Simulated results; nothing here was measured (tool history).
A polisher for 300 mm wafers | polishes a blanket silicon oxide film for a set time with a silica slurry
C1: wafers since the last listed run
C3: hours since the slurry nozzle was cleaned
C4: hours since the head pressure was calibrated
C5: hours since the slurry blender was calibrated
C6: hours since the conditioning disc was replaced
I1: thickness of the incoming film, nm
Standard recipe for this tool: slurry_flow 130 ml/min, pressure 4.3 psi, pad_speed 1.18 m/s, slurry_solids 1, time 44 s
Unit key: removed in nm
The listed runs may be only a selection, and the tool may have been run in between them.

{"run": 1, "day": 0.0, "slurry_flow": 130, "pressure": 4.3, "pad_speed": 1.18, "slurry_solids": 1, "time": 44, "C1": 0, "wafers polished on this pad": 1323, "C3": 173.2, "C4": 1160.7, "C5": 54.7, "C6": 98.8, "I1": 959.6, "removed": 174.6}
{"day": 1.042, "done": "worn pad replaced by a new one"}
{"run": 2, "day": 1.062, "slurry_flow": 130, "pressure": 4.3, "pad_speed": 1.18, "slurry_solids": 1, "time": 44, "C1": 147, "wafers polished on this pad": 3, "C3": 198.7, "C4": 1186.2, "C5": 80.2, "C6": 124.3, "I1": 988.7, "removed": 173.6}
{"run": 3, "day": 1.867, "slurry_flow": 130, "pressure": 4.3, "pad_speed": 1.18, "slurry_solids": 1, "time": 44, "C1": 132, "wafers polished on this pad": 136, "C3": 218, "C4": 1205.5, "C5": 99.5, "C6": 143.6, "I1": 967.4, "removed": 173.2}
{"run": 4, "day": 3.304, "slurry_flow": 130, "pressure": 4.3, "pad_speed": 1.18, "slurry_solids": 1, "time": 44, "C1": 237, "wafers polished on this pad": 373, "C3": 252.5, "C4": 1240, "C5": 134, "C6": 178.1, "I1": 948.9, "removed": 174.2}
{"run": 5, "day": 4.342, "slurry_flow": 130, "pressure": 4.3, "pad_speed": 1.46, "slurry_solids": 1, "time": 38, "C1": 171, "wafers polished on this pad": 544, "C3": 277.4, "C4": 1264.9, "C5": 158.9, "C6": 203, "I1": 961.4, "removed": 178.1}
{"run": 6, "day": 5.388, "slurry_flow": 130, "pressure": 4.3, "pad_speed": 1.18, "slurry_solids": 1, "time": 52, "C1": 172, "wafers polished on this pad": 717, "C3": 302.5, "C4": 1290, "C5": 184, "C6": 228.1, "I1": 962.3, "removed": 206.5}
{"day": 5.7, "done": "head pressure recalibrated"}
{"day": 6.646, "done": "slurry blender recalibrated"}
{"run": 7, "day": 6.796, "slurry_flow": 130, "pressure": 5.3, "pad_speed": 1.18, "slurry_solids": 1.15, "time": 44, "C1": 204, "wafers polished on this pad": 922, "C3": 336.3, "C4": 26.3, "C5": 3.6, "C6": 261.9, "I1": 954.6, "removed": 210.3}
{"run": 8, "day": 7.775, "slurry_flow": 130, "pressure": 4.3, "pad_speed": 1.18, "slurry_solids": 1.15, "time": 44, "C1": 161, "wafers polished on this pad": 1084, "C3": 359.8, "C4": 49.8, "C5": 27.1, "C6": 285.4, "I1": 986.6, "removed": 181.4}
{"day": 8.696, "done": "worn pad replaced by a new one"}
{"run": 9, "day": 8.717, "slurry_flow": 110, "pressure": 4.3, "pad_speed": 1.18, "slurry_solids": 1, "time": 38, "C1": 127, "wafers polished on this pad": 3, "C3": 382.4, "C4": 72.4, "C5": 49.7, "C6": 308, "I1": 967.7, "removed": 144.6}
{"run": 10, "day": 9.783, "slurry_flow": 130, "pressure": 4.3, "pad_speed": 1.18, "slurry_solids": 1, "time": 40, "C1": 176, "wafers polished on this pad": 179, "C3": 408, "C4": 98, "C5": 75.3, "C6": 333.6, "I1": 989.5, "removed": 157.3}
{"run": 11, "day": 10.508, "slurry_flow": 85, "pressure": 3.7, "pad_speed": 1.18, "slurry_solids": 1, "time": 44, "C1": 119, "wafers polished on this pad": 299, "C3": 425.4, "C4": 115.4, "C5": 92.7, "C6": 351, "I1": 970.7, "removed": 144.8}
{"run": 12, "day": 11.075, "slurry_flow": 130, "pressure": 4.3, "pad_speed": 1.18, "slurry_solids": 1, "time": 44, "C1": 93, "wafers polished on this pad": 392, "C3": 439, "C4": 129, "C5": 106.3, "C6": 364.6, "I1": 978.1, "removed": 173.6}
{"run": 13, "day": 12.183, "slurry_flow": 130, "pressure": 4.3, "pad_speed": 1.18, "slurry_solids": 1, "time": 49, "C1": 182, "wafers polished on this pad": 575, "C3": 465.6, "C4": 155.6, "C5": 132.9, "C6": 391.2, "I1": 974.2, "removed": 192.1}
{"day": 12.879, "done": "slurry nozzle cleaned"}
{"run": 14, "day": 13.629, "slurry_flow": 130, "pressure": 4.3, "pad_speed": 1.18, "slurry_solids": 1, "time": 44, "C1": 231, "wafers polished on this pad": 807, "C3": 18, "C4": 190.3, "C5": 167.6, "C6": 425.9, "I1": 986, "removed": 175.3}
{"run": 15, "day": 14.425, "slurry_flow": 130, "pressure": 5.5, "pad_speed": 1.18, "slurry_solids": 1, "time": 44, "C1": 131, "wafers polished on this pad": 938, "C3": 37.1, "C4": 209.4, "C5": 186.7, "C6": 445, "I1": 954.4, "removed": 205.5}
{"day": 15.329, "done": "slurry blender recalibrated"}
{"run": 16, "day": 15.471, "slurry_flow": 130, "pressure": 4.3, "pad_speed": 1.18, "slurry_solids": 1, "time": 44, "C1": 158, "wafers polished on this pad": 1097, "C3": 62.2, "C4": 234.5, "C5": 3.4, "C6": 470.1, "I1": 983.6, "removed": 171.2}
{"day": 16.242, "done": "worn pad replaced by a new one"}
{"day": 18.521, "done": "conditioning disc replaced and pad reconditioned"}
{"run": 17, "day": 19.408, "slurry_flow": 130, "pressure": 4.3, "pad_speed": 1.18, "slurry_solids": 1, "time": 44, "C1": 608, "wafers polished on this pad": 509, "C3": 156.7, "C4": 329, "C5": 97.9, "C6": 21.3, "I1": 974.6, "removed": 172.1}
{"run": 18, "day": 22.617, "slurry_flow": 130, "pressure": 3.5, "pad_speed": 0.86, "slurry_solids": 1, "time": 32, "C1": 529, "wafers polished on this pad": 1039, "C3": 233.7, "C4": 406, "C5": 174.9, "C6": 98.3, "I1": 976.3, "removed": 86.8}
{"day": 23.15, "done": "slurry blender recalibrated"}
{"run": 19, "day": 23.688, "slurry_flow": 165, "pressure": 4.3, "pad_speed": 1.18, "slurry_solids": 1, "time": 44, "C1": 163, "wafers polished on this pad": 1202, "C3": 259.4, "C4": 431.7, "C5": 12.9, "C6": 124, "I1": 949.5, "removed": 180.1}
{"day": 24.075, "done": "worn pad replaced by a new one"}
{"run": 20, "day": 25.025, "slurry_flow": 130, "pressure": 3.8, "pad_speed": 0.78, "slurry_solids": 0.8, "time": 55, "C1": 193, "wafers polished on this pad": 156, "C3": 291.5, "C4": 463.8, "C5": 45, "C6": 156.1, "I1": 972.1, "removed": 131.6}
{"run": 21, "day": 25.808, "slurry_flow": 145, "pressure": 3.8, "pad_speed": 1.18, "slurry_solids": 1, "time": 44, "C1": 129, "wafers polished on this pad": 286, "C3": 310.3, "C4": 482.6, "C5": 63.8, "C6": 174.9, "I1": 974.5, "removed": 165.4}
{"run": 22, "day": 26.967, "slurry_flow": 130, "pressure": 4.3, "pad_speed": 1.18, "slurry_solids": 1, "time": 44, "C1": 191, "wafers polished on this pad": 477, "C3": 338.1, "C4": 510.4, "C5": 91.6, "C6": 202.7, "I1": 984.8, "removed": 173.8}
{"run": 23, "day": 27.862, "slurry_flow": 130, "pressure": 4.3, "pad_speed": 1.18, "slurry_solids": 1, "time": 33, "C1": 147, "wafers polished on this pad": 625, "C3": 359.6, "C4": 531.9, "C5": 113.1, "C6": 224.2, "I1": 972.6, "removed": 129.9}
{"run": 24, "day": 28.471, "slurry_flow": 155, "pressure": 4.3, "pad_speed": 1.52, "slurry_solids": 1, "time": 57, "C1": 100, "wafers polished on this pad": 725, "C3": 374.2, "C4": 546.5, "C5": 127.7, "C6": 238.8, "I1": 977.8, "removed": 283.3}
{"run": 25, "day": 29.033, "slurry_flow": 130, "pressure": 4.3, "pad_speed": 1.18, "slurry_solids": 1, "time": 44, "C1": 92, "wafers polished on this pad": 818, "C3": 387.7, "C4": 560, "C5": 141.2, "C6": 252.3, "I1": 976.5, "removed": 174.4}

Give the tool's hidden conditions for every run:
removal rate lost through wear of the pad, %: 0 in every run
slurry flow missing at the pad, %: 0 in every run
deviation of the head's pressure from its setpoint, %: 0 in every run
abrasive missing from the slurry, %: 0 in every run
time polished since the conditioner stopped cutting, s: 0 in every run
